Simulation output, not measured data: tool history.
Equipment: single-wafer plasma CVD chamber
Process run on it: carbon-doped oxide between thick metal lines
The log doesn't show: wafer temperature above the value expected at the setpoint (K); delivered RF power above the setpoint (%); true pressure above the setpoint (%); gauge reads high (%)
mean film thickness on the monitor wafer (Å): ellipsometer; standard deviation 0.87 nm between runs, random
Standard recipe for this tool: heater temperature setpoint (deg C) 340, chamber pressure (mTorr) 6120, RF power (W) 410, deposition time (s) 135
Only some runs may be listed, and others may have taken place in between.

| run | hour | heater temperature setpoint (deg C) | chamber pressure (mTorr) | RF power (W) | deposition time (s) | wafers since the last listed run | hours since the last thermocouple change | hours since the last RF generator calibration | hours since the last manometer calibration | hours since the showerhead was replaced | hours since the gauge calibration | read-back reference wafer on the same gauge, thickness_nm | mean film thickness on the monitor wafer (Å) |
|---|---|---|---|---|---|---|---|---|---|---|---|---|---|
| 1 | 0 | 340 | 6120 | 450 | 135 | 0 | 1455.5 | 2738.1 | 2130.1 | 3246.4 | 398.9 | 625.394 | 5801.13 |
| 2 | 17.9 | 340 | 6120 | 450 | 135 | 151 | 1473.4 | 2756 | 2148 | 3264.3 | 416.8 | 625.126 | 5800.88 |
| 3 | 35.7 | 340 | 6120 | 410 | 135 | 150 | 1491.2 | 2773.8 | 2165.8 | 3282.1 | 434.6 | 624.833 | 5609.59 |
|  | 40.5 | gauge calibrated |
| 4 | 52.5 | 340 | 6120 | 410 | 135 | 142 | 1508 | 2790.6 | 2182.6 | 3298.9 | 12 | 624.767 | 5598.59 |
| 5 | 65.5 | 340 | 6800 | 385 | 135 | 110 | 1521 | 2803.6 | 2195.6 | 3311.9 | 25 | 624.968 | 5530.91 |
| 6 | 73.5 | 340 | 6120 | 410 | 135 | 67 | 1529 | 2811.6 | 2203.6 | 3319.9 | 33 | 624.975 | 5598.7 |
| 7 | 83.2 | 340 | 6120 | 410 | 135 | 82 | 1538.7 | 2821.3 | 2213.3 | 3329.6 | 42.7 | 625.067 | 5590.18 |
| 8 | 100.9 | 340 | 6120 | 410 | 135 | 149 | 1556.4 | 2839 | 2231 | 3347.3 | 60.4 | 624.792 | 5599.01 |
| 9 | 114.6 | 340 | 6120 | 410 | 135 | 115 | 1570.1 | 2852.7 | 2244.7 | 3361 | 74.1 | 624.945 | 5596.89 |
|  | 128.2 | capacitance manometer re-zeroed and calibrated |
|  | 135.4 | thermocouple changed; heater temperature recalibrated |
|  | 140.6 | RF generator calibrated |
| 10 | 141.1 | 340 | 6120 | 410 | 135 | 52 | 5.7 | 0.5 | 12.9 | 3387.5 | 100.6 | 625.42 | 5801.2 |
| 11 | 141.4 | 340 | 7640 | 410 | 135 | 2 | 6 | 0.8 | 13.2 | 3387.8 | 100.9 | 624.848 | 5930.92 |
| 12 | 151.6 | 355 | 6120 | 410 | 110 | 86 | 16.2 | 11 | 23.4 | 3398 | 111.1 | 625.149 | 4541.61 |
|  | 165.2 | showerhead replaced |
| 13 | 165.7 | 350 | 6120 | 410 | 135 | 51 | 30.3 | 25.1 | 37.5 | 0.5 | 125.2 | 624.976 | 5651.8 |
| 14 | 167.1 | 340 | 6120 | 355 | 152 | 11 | 31.7 | 26.5 | 38.9 | 1.9 | 126.6 | 625.121 | 6220.17 |
| 15 | 173.3 | 326 | 6120 | 410 | 135 | 52 | 37.9 | 32.7 | 45.1 | 8.1 | 132.8 | 624.93 | 6080.4 |
| 16 | 180.8 | 340 | 7230 | 475 | 135 | 63 | 45.4 | 40.2 | 52.6 | 15.6 | 140.3 | 624.902 | 6225.95 |
| 17 | 191.7 | 340 | 6120 | 410 | 135 | 92 | 56.3 | 51.1 | 63.5 | 26.5 | 151.2 | 625.011 | 5807.34 |
| 18 | 209.4 | 340 | 6120 | 410 | 135 | 149 | 74 | 68.8 | 81.2 | 44.2 | 168.9 | 624.776 | 5805.23 |
| 19 | 216.9 | 340 | 5110 | 410 | 143 | 63 | 81.5 | 76.3 | 88.7 | 51.7 | 176.4 | 624.995 | 6002 |
| 20 | 234.4 | 350 | 6120 | 485 | 127 | 148 | 99 | 93.8 | 106.2 | 69.2 | 193.9 | 625.362 | 5660.32 |
| 21 | 240.6 | 328 | 6840 | 465 | 135 | 52 | 105.2 | 100 | 112.4 | 75.4 | 200.1 | 624.708 | 6408.06 |
| 22 | 251.2 | 340 | 6120 | 410 | 156 | 89 | 115.8 | 110.6 | 123 | 86 | 210.7 | 624.92 | 6723.47 |
| 23 | 258.8 | 355 | 6120 | 410 | 110 | 64 | 123.4 | 118.2 | 130.6 | 93.6 | 218.3 | 625.239 | 4539.49 |
| 24 | 286.6 | 340 | 6120 | 490 | 109 | 235 | 151.2 | 146 | 158.4 | 121.4 | 246.1 | 625.182 | 5024.11 |
| 25 | 295.9 | 327 | 6910 | 450 | 147 | 78 | 160.5 | 155.3 | 167.7 | 130.7 | 255.4 | 625.144 | 6924.53 |
| 26 | 309.9 | 340 | 6120 | 410 | 135 | 118 | 174.5 | 169.3 | 181.7 | 144.7 | 269.4 | 625.071 | 5801.51 |
| 27 | 320.6 | 350 | 6120 | 485 | 110 | 90 | 185.2 | 180 | 192.4 | 155.4 | 280.1 | 624.791 | 4902.67 |
| 28 | 327.2 | 340 | 6120 | 450 | 135 | 55 | 191.8 | 186.6 | 199 | 162 | 286.7 | 625.226 | 6015.58 |

The same runs without the tool's hidden state, with the same run-to-run variation:
| run | mean film thickness on the monitor wafer (Å) |
|---|---|
| 1 | 6025.01 |
| 2 | 6027.53 |
| 3 | 5831.46 |
| 4 | 5822.58 |
| 5 | 5758.06 |
| 6 | 5825.91 |
| 7 | 5818.55 |
| 8 | 5830.49 |
| 9 | 5830.42 |
| 10 | 5813.11 |
| 11 | 5943.1 |
| 12 | 4550.93 |
| 13 | 5663.42 |
| 14 | 6233.52 |
| 15 | 6092.92 |
| 16 | 6238.78 |
| 17 | 5819.33 |
| 18 | 5817.27 |
| 19 | 6014.48 |
| 20 | 5672.16 |
| 21 | 6421.5 |
| 22 | 6737.65 |
| 23 | 4549.09 |
| 24 | 5034.91 |
| 25 | 6939.49 |
| 26 | 5814.17 |
| 27 | 4913.45 |
| 28 | 6028.87 |

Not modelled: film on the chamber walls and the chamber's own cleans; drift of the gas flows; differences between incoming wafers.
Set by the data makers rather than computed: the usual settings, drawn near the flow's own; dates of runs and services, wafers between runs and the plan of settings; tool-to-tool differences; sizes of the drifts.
